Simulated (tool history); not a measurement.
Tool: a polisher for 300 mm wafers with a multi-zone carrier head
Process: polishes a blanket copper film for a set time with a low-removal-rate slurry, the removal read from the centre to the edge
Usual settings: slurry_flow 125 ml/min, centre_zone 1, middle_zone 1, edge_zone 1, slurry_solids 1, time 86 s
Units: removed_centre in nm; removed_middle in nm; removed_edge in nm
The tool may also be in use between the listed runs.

| run | day | slurry_flow | centre_zone | middle_zone | edge_zone | slurry_solids | time | incoming thickness of the incoming film, nm | removed_centre | removed_middle | removed_edge |
|---|---|---|---|---|---|---|---|---|---|---|---|
| 1 | 0 | 125 | 1.12 | 1 | 1 | 1 | 86 | 1219.8 | 292.7 | 253.8 | 263.2 |
| 2 | 0.825 | 150 | 1 | 1 | 1 | 1 | 86 | 1241.2 | 264.5 | 261.3 | 265.9 |
|  | 1.271 | worn pad replaced by a new one, of another model than before |
| 3 | 1.817 | 125 | 0.97 | 1 | 0.89 | 1.3 | 86 | 1236.6 | 289.8 | 292 | 291.2 |
| 4 | 2.896 | 150 | 1 | 1.1 | 1.05 | 1 | 99 | 1261.1 | 322.7 | 350.4 | 332.9 |
| 5 | 3.692 | 125 | 1 | 1 | 1 | 1 | 86 | 1234.6 | 273.5 | 268.3 | 278.7 |
| 6 | 5.121 | 105 | 1 | 1 | 1 | 0.75 | 57 | 1255.1 | 158.5 | 159.4 | 163.3 |
|  | 5.562 | slurry nozzle cleaned |
| 7 | 6.296 | 125 | 1 | 0.9 | 1 | 1.2 | 114 | 1254.7 | 364.5 | 338 | 379.3 |
| 8 | 6.867 | 125 | 1 | 1 | 1.05 | 1 | 68 | 1261.3 | 211.6 | 207 | 216.9 |
|  | 8.108 | carrier head's membrane replaced by a new one |
| 9 | 8.338 | 100 | 1 | 1 | 1 | 1 | 86 | 1247 | 248 | 250.2 | 255.8 |
| 10 | 8.892 | 125 | 1 | 0.9 | 1 | 1 | 86 | 1267.6 | 255.2 | 238 | 266 |
|  | 9.062 | worn pad replaced by a new one |
| 11 | 9.946 | 125 | 1 | 0.96 | 1.1 | 1 | 86 | 1237.3 | 272.8 | 261.9 | 297.1 |
| 12 | 10.771 | 150 | 1 | 0.95 | 1 | 1.25 | 86 | 1219.4 | 295.4 | 283.8 | 301.4 |
| 13 | 11.312 | 125 | 0.89 | 1 | 1 | 1 | 86 | 1241 | 240.2 | 269.2 | 277.7 |
| 14 | 12.521 | 125 | 1 | 1 | 1 | 1 | 86 | 1249.6 | 265.8 | 266.6 | 272.4 |
| 15 | 13.754 | 145 | 1 | 1 | 1 | 1.25 | 86 | 1253.4 | 282.5 | 282.8 | 284.5 |
|  | 13.9 | centre zone pressure recalibrated |
| 16 | 14.488 | 125 | 1 | 1 | 1.09 | 1 | 107 | 1235.7 | 331.8 | 327.5 | 344 |
| 17 | 15.438 | 125 | 0.97 | 1 | 0.89 | 1.3 | 86 | 1256.5 | 267.8 | 279.5 | 267.1 |
| 18 | 16.658 | 125 | 1 | 1 | 1 | 1 | 86 | 1238.6 | 255.4 | 254.8 | 266.4 |
|  | 16.962 | worn pad replaced by a new one |
| 19 | 17.638 | 125 | 0.9 | 0.89 | 1 | 1 | 86 | 1256.8 | 248 | 245.1 | 278.1 |
| 20 | 18.862 | 125 | 1 | 1 | 1.09 | 1 | 86 | 1237.2 | 268.1 | 270.9 | 286.5 |

Forecast each of these 5 alternatives for the next run:
| A | 18.879 | 125 | 1 | 1 | 1 | 1 | 96 | 1240.8 | ? | ? | ? |
| B | 18.879 | 125 | 1 | 0.93 | 1 | 1.15 | 96 | 1240.8 | ? | ? | ? |
| C | 18.879 | 125 | 1 | 1 | 1.07 | 1 | 86 | 1240.8 | ? | ? | ? |
| D | 18.879 | 125 | 0.94 | 1 | 1 | 1 | 86 | 1240.8 | ? | ? | ? |
| E | 18.879 | 125 | 1.09 | 1 | 1 | 0.75 | 70 | 1240.8 | ? | ? | ? |

| run | removed_centre | removed_middle | removed_edge |
|---|---|---|---|
| A | 300.8 | 302.6 | 310 |
| B | 311.9 | 295.3 | 321.8 |
| C | 269.5 | 271 | 287.1 |
| D | 253.2 | 271.1 | 277.7 |
| E | 221.5 | 204.2 | 209.3 |
Without the tool's hidden state the same runs would have given:
| run | removed_centre | removed_middle | removed_edge |
|---|---|---|---|
| A | 308 | 309.7 | 317.3 |
| B | 319.3 | 302.3 | 329.5 |
| C | 275.9 | 277.5 | 293.9 |
| D | 259.2 | 277.6 | 284.3 |
| E | 226.8 | 209 | 214.2 |
